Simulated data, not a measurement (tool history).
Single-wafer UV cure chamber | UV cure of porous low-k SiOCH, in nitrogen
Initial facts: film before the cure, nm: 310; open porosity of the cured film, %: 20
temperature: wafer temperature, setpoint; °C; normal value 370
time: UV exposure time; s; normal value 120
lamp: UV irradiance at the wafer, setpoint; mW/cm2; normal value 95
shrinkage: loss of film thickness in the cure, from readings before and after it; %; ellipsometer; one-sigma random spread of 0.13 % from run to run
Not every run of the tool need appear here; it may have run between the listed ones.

run,day,temperature,time,lamp,shrinkage
1,0.000,370,120,95,6.060
2,1.717,370,120,95,5.827
3,2.183,370,120,95,5.787
4,2.862,355,120,83,5.103
5,3.575,370,120,117,6.573
6,4.538,370,120,117,6.281
7,4.796,370,120,117,6.436
8,5.092,370,120,95,5.518
9,5.521,370,120,95,5.675
10,6.171,370,120,95,5.613
11,6.446,370,120,95,5.523
12,7.188,363,120,95,5.585
13,7.883,363,120,95,5.287
14,9.575,370,100,104,4.965
# day 10.025: UV bulbs replaced
15,10.046,370,100,104,6.456
16,10.400,370,100,104,6.454
17,11.142,370,120,95,6.864
18,11.612,370,120,95,6.907
19,12.325,388,100,106,6.774
# day 13.246: quartz window cleaned
20,13.267,370,120,111,8.402
21,13.292,358,75,130,6.992
22,13.867,363,65,109,5.687
23,14.312,355,120,83,6.643
24,14.612,370,120,95,7.671
25,15.162,370,120,95,7.590
26,15.442,360,120,78,6.427
27,15.708,384,95,122,7.869
28,16.029,351,170,95,8.704
29,16.533,384,120,95,7.548
30,17.250,352,120,59,5.283
31,17.538,389,165,127,10.227
32,17.954,360,80,95,5.522
33,18.533,365,150,123,9.046
34,18.825,357,190,95,8.897

What if the next run were any one of these 5? Each begins from the tool's condition after run 34:
A,18.846,370,120,95,?
B,18.846,352,55,77,?
C,18.846,376,55,106,?
D,18.846,370,120,130,?
E,18.846,381,80,70,?

run,shrinkage
A,7.049
B,3.421
C,4.693
D,8.307
E,4.628
Without the tool's unlogged condition, the same runs would have read:
run,shrinkage
A,8.019
B,4.121
C,5.531
D,9.316
E,5.461

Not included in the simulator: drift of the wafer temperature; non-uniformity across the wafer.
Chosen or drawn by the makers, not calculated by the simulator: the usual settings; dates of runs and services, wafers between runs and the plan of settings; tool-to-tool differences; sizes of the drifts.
